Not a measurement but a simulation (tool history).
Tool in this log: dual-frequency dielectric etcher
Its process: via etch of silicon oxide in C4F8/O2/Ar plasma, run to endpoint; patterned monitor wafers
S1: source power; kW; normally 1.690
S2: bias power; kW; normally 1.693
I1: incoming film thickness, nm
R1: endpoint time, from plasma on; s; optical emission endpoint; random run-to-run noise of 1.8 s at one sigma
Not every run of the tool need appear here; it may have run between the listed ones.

| run | hour | S1 | S2 | I1 | R1 |
|---|---|---|---|---|---|
| 1 | 0.0 | 1.690 | 1.693 | 998.6 | 240.6 |
|  | 76.6 | wet clean of the chamber |
| 2 | 77.1 | 1.690 | 1.693 | 990.4 | 228.7 |
| 3 | 128.4 | 1.690 | 1.693 | 1001.1 | 230.9 |
| 4 | 159.1 | 1.690 | 1.693 | 997.3 | 231.2 |
| 5 | 183.6 | 1.690 | 1.693 | 997.3 | 230.4 |
| 6 | 245.7 | 1.690 | 1.693 | 1002.0 | 231.5 |
| 7 | 317.6 | 1.690 | 1.693 | 1000.8 | 236.0 |
| 8 | 385.1 | 1.690 | 1.693 | 999.8 | 237.2 |
|  | 430.6 | upper electrode replaced |
| 9 | 434.2 | 1.690 | 1.693 | 1001.0 | 236.5 |
| 10 | 481.2 | 1.690 | 1.693 | 997.2 | 239.8 |
| 11 | 545.0 | 1.480 | 1.956 | 995.7 | 244.8 |
| 12 | 572.1 | 1.480 | 1.956 | 994.0 | 243.4 |
|  | 586.4 | source power generator calibrated |
| 13 | 596.9 | 1.690 | 1.693 | 997.6 | 237.1 |
|  | 629.7 | wet clean of the chamber |
| 14 | 630.2 | 1.690 | 1.693 | 997.3 | 229.0 |
| 15 | 674.7 | 1.690 | 1.693 | 1006.0 | 231.0 |
| 16 | 721.2 | 1.930 | 1.854 | 997.8 | 220.2 |
| 17 | 778.8 | 1.820 | 1.335 | 996.1 | 237.3 |
| 18 | 843.9 | 1.800 | 1.996 | 997.8 | 224.0 |
| 19 | 869.4 | 1.850 | 1.861 | 992.4 | 223.6 |
| 20 | 916.6 | 1.860 | 2.082 | 992.6 | 221.2 |
| 21 | 987.8 | 1.690 | 1.693 | 1004.7 | 240.6 |
| 22 | 1038.4 | 1.690 | 1.693 | 996.7 | 236.9 |
|  | 1063.2 | bias power generator calibrated |
|  | 1102.7 | wet clean of the chamber |
| 23 | 1104.7 | 1.880 | 1.393 | 1003.0 | 231.9 |
| 24 | 1135.8 | 1.690 | 1.693 | 1006.0 | 234.5 |
| 25 | 1175.4 | 1.350 | 1.518 | 991.3 | 254.2 |
| 26 | 1233.1 | 1.690 | 1.693 | 999.9 | 232.9 |
| 27 | 1271.7 | 2.060 | 2.026 | 1000.3 | 213.6 |
| 28 | 1326.4 | 1.690 | 1.502 | 994.5 | 239.4 |
| 29 | 1386.9 | 1.910 | 1.286 | 1004.2 | 239.1 |
| 30 | 1420.5 | 1.800 | 1.693 | 987.4 | 230.8 |

Below are 5 alternative next runs, each starting from the tool's condition after run 30. Predict each:
| A | 1421.0 | 1.690 | 1.578 | 1003.9 | ? |
| B | 1421.0 | 1.940 | 1.420 | 1003.9 | ? |
| C | 1421.0 | 1.690 | 1.435 | 1003.9 | ? |
| D | 1421.0 | 1.990 | 2.065 | 1003.9 | ? |
| E | 1421.0 | 1.560 | 1.693 | 1003.9 | ? |

| run | R1 |
|---|---|
| A | 244.7 |
| B | 237.1 |
| C | 248.4 |
| D | 220.6 |
| E | 248.6 |
Take away the tool's hidden state, keep each run's random variation, and the runs would have read:
| run | R1 |
|---|---|
| A | 236.5 |
| B | 229.1 |
| C | 240.1 |
| D | 213.1 |
| E | 240.2 |
